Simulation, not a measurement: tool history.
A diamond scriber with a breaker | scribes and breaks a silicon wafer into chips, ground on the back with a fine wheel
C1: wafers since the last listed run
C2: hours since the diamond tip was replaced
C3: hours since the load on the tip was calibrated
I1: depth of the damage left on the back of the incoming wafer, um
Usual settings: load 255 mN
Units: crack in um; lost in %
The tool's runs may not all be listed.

{"run": 1, "hour": 0.0, "load": 306, "C1": 0, "C2": 145.9, "C3": 1632.4, "I1": 1.9, "crack": 15.67, "lost": 2.41}
{"run": 2, "hour": 57.6, "load": 255, "C1": 97, "C2": 203.5, "C3": 1690, "I1": 2.27, "crack": 13.94, "lost": 1.71}
{"run": 3, "hour": 91.5, "load": 255, "C1": 57, "C2": 237.4, "C3": 1723.9, "I1": 1.79, "crack": 13.91, "lost": 1.57}
{"run": 4, "hour": 158.2, "load": 291, "C1": 112, "C2": 304.1, "C3": 1790.6, "I1": 2.88, "crack": 14.94, "lost": 2.17}
{"run": 5, "hour": 212.4, "load": 291, "C1": 91, "C2": 358.3, "C3": 1844.8, "I1": 2.98, "crack": 15.05, "lost": 2.43}
{"run": 6, "hour": 263.7, "load": 235, "C1": 86, "C2": 409.6, "C3": 1896.1, "I1": 2.57, "crack": 12.95, "lost": 2.9}
{"run": 7, "hour": 307.1, "load": 235, "C1": 73, "C2": 453, "C3": 1939.5, "I1": 2.26, "crack": 12.99, "lost": 3.06}
{"run": 8, "hour": 359.3, "load": 298, "C1": 88, "C2": 505.2, "C3": 1991.7, "I1": 1.68, "crack": 14.81, "lost": 1.66}
{"run": 9, "hour": 391.8, "load": 231, "C1": 54, "C2": 537.7, "C3": 2024.2, "I1": 1.52, "crack": 12.26, "lost": 3.41}
{"hour": 401.9, "done": "diamond tip replaced by a new one"}
{"hour": 436.3, "done": "load on the tip recalibrated"}
{"run": 10, "hour": 454.8, "load": 255, "C1": 99, "C2": 52.9, "C3": 18.5, "I1": 2.95, "crack": 12.3, "lost": 4.03}
{"hour": 500.7, "done": "diamond tip replaced by a new one, repeated, since the last time left the tool worse"}
{"run": 11, "hour": 504.6, "load": 227, "C1": 80, "C2": 3.9, "C3": 68.3, "I1": 2.71, "crack": 13.17, "lost": 3}
{"run": 12, "hour": 572.1, "load": 318, "C1": 113, "C2": 71.4, "C3": 135.8, "I1": 2.51, "crack": 16.46, "lost": 3.72}
{"run": 13, "hour": 626.4, "load": 255, "C1": 91, "C2": 125.7, "C3": 190.1, "I1": 2.65, "crack": 13.93, "lost": 1.83}
{"run": 14, "hour": 690.9, "load": 278, "C1": 108, "C2": 190.2, "C3": 254.6, "I1": 2.73, "crack": 14.7, "lost": 1.98}
{"run": 15, "hour": 757.4, "load": 289, "C1": 112, "C2": 256.7, "C3": 321.1, "I1": 2.09, "crack": 15.14, "lost": 2.04}

Hidden state or all else? Some run-to-run changes of crack, split into what the settings, what came in and random variation would give without the hidden state, and what is left for the hidden state (with any gauge scatter that isn't in both results):
The hidden state here: share of the diamond tip's cutting effectiveness lost through wear, %; deviation of the load on the tip from its setpoint, %.
Run 10 -> 11: load 255 -> 227, diamond tip replaced by a new one, repeated, since the last time left the tool worse. crack +0.87 um: hidden state +1.52, all else -0.65.
Run 11 -> 12: load 227 -> 318. crack +3.29 um: hidden state -0.04, all else +3.33.
